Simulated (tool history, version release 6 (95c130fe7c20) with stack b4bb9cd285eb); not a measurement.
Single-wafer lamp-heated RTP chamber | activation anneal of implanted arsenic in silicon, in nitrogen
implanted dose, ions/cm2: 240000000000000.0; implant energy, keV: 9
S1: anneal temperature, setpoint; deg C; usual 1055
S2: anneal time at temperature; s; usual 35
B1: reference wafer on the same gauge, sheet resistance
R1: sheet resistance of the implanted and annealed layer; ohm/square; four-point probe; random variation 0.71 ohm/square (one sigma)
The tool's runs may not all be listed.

run	hour	S1	S2	B1	R1
1	0.0	1041	35	393.82	367.11
2	36.0	1041	35	393.98	365.15
# hour 48.0: pyrometer window cleaned and pyrometer calibrated
3	49.0	1055	35	393.88	363.47
4	57.8	1055	35	394.25	363.52
5	69.2	1055	35	393.92	363.05
6	81.6	1055	35	393.95	363.90
7	111.7	1055	35	393.97	361.67
8	118.8	1032	35	394.04	369.13
9	130.3	1032	35	393.97	369.65
10	136.8	1032	35	393.90	371.61
11	144.4	1072	35	394.29	351.53
12	155.3	1072	35	394.18	351.34
13	170.3	1076	35	393.90	349.42
14	181.8	1047	35	393.81	361.81
# hour 193.7: pyrometer window cleaned and pyrometer calibrated
15	195.3	1047	35	393.84	366.78
16	212.8	1047	35	394.08	365.76
17	223.5	1055	35	393.73	361.53
18	239.0	1055	42	394.26	356.74
19	252.0	1035	21	394.32	377.87
# hour 262.5: reflector plate cleaned
20	265.6	1032	40	393.86	370.41
21	282.5	1077	53	394.27	342.11
22	299.7	1072	21	393.80	363.93
23	313.6	1055	35	393.80	361.90
24	321.6	1064	18	393.89	369.82
25	334.5	1055	35	393.91	359.87
# hour 336.7: gauge calibrated
26	364.2	1055	35	393.99	359.08
# hour 382.5: pyrometer window cleaned and pyrometer calibrated
27	383.0	1055	35	393.85	364.22
28	390.1	1055	35	394.18	364.72
29	396.3	1078	19	394.01	366.08
30	410.5	1055	35	393.94	364.62
31	423.7	1034	40	393.77	369.13
32	437.2	1038	35	393.76	369.95
33	482.5	1055	35	394.16	361.16
34	496.2	1026	25	394.07	378.09
35	505.7	1073	35	394.28	352.13
36	514.3	1055	35	393.95	360.05
37	529.5	1033	56	393.89	360.17
38	538.4	1071	30	394.08	354.43

Forecast each of these 3 alternatives for the next run:
A	538.8	1055	51	?	?
B	538.8	1047	16	?	?
C	538.8	1055	21	?	?

run	B1	R1
A	393.85	349.89
B	393.85	375.79
C	393.85	368.15
Without the tool's hidden state the same runs would have given:
run	R1
A	357.91
B	381.24
C	374.37
